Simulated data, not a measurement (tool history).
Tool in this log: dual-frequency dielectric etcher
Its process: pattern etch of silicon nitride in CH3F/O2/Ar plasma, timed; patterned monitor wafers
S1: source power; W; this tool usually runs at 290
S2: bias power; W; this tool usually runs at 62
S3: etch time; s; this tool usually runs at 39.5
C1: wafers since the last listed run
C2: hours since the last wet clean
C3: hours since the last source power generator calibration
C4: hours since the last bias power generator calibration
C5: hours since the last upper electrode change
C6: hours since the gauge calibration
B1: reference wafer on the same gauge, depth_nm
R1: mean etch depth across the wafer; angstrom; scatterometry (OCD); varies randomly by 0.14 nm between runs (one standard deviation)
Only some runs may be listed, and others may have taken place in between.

run	hour	S1	S2	S3	C1	C2	C3	C4	C5	C6	B1	R1
1	0	280	74	39.5	0	167.5	3257.2	4105.6	2100.5	115	22.4	232.3
2	31.3	280	74	39.5	364	198.8	3288.5	4136.9	2131.8	146.3	22.42	234.9
3	67.3	340	62	39.5	419	234.8	3324.5	4172.9	2167.8	182.3	22.42	239
4	99.6	340	62	39.5	376	267.1	3356.8	4205.2	2200.1	214.6	22.37	237
5	122.7	260	62	39.5	269	290.2	3379.9	4228.3	2223.2	237.7	22.39	208.1
6	148.5	260	62	39.5	300	316	3405.7	4254.1	2249	263.5	22.38	207.8
# hour 150: gauge calibrated
# hour 196.8: source power generator calibrated
# hour 260.5: wet clean of the chamber
# hour 265.4: upper electrode replaced
7	265.9	260	62	39.5	985	5.4	69.1	4371.5	0.5	115.9	22.41	220.1
8	282	350	62	39.5	187	21.5	85.2	4387.6	16.6	132	22.4	255.2
9	314.5	260	50	39.5	378	54	117.7	4420.1	49.1	164.5	22.39	201.3
10	332.5	290	62	39.5	209	72	135.7	4438.1	67.1	182.5	22.39	227.8
# hour 364.2: bias power generator calibrated
11	366.3	340	56	31.5	347	105.8	169.5	2.1	100.9	216.3	22.42	187.6
12	380	290	47	39.5	159	119.5	183.2	15.8	114.6	230	22.43	207.7
# hour 385.3: gauge calibrated
13	403.5	290	62	39.5	273	143	206.7	39.3	138.1	18.2	22.41	228.4
14	423.6	260	76	31.5	234	163.1	226.8	59.4	158.2	38.3	22.4	183.3
15	459	350	62	39.5	412	198.5	262.2	94.8	193.6	73.7	22.4	245.7
16	481.3	250	62	50	259	220.8	284.5	117.1	215.9	96	22.36	267.3
17	525.3	360	72	48	512	264.8	328.5	161.1	259.9	140	22.41	318.4

Below are 3 alternative next runs, each starting from the tool's condition after run 17. Predict each:
A	525.7	290	62	39.5	4	265.2	328.9	161.5	260.3	140.4	?	?
B	525.7	250	53	45	4	265.2	328.9	161.5	260.3	140.4	?	?
C	525.7	350	77	33.5	4	265.2	328.9	161.5	260.3	140.4	?	?

run	B1	R1
A	22.37	225.8
B	22.37	225.2
C	22.37	226.9
Without the tool's hidden state the same runs would have given:
run	R1
A	230.9
B	230.4
C	232.1
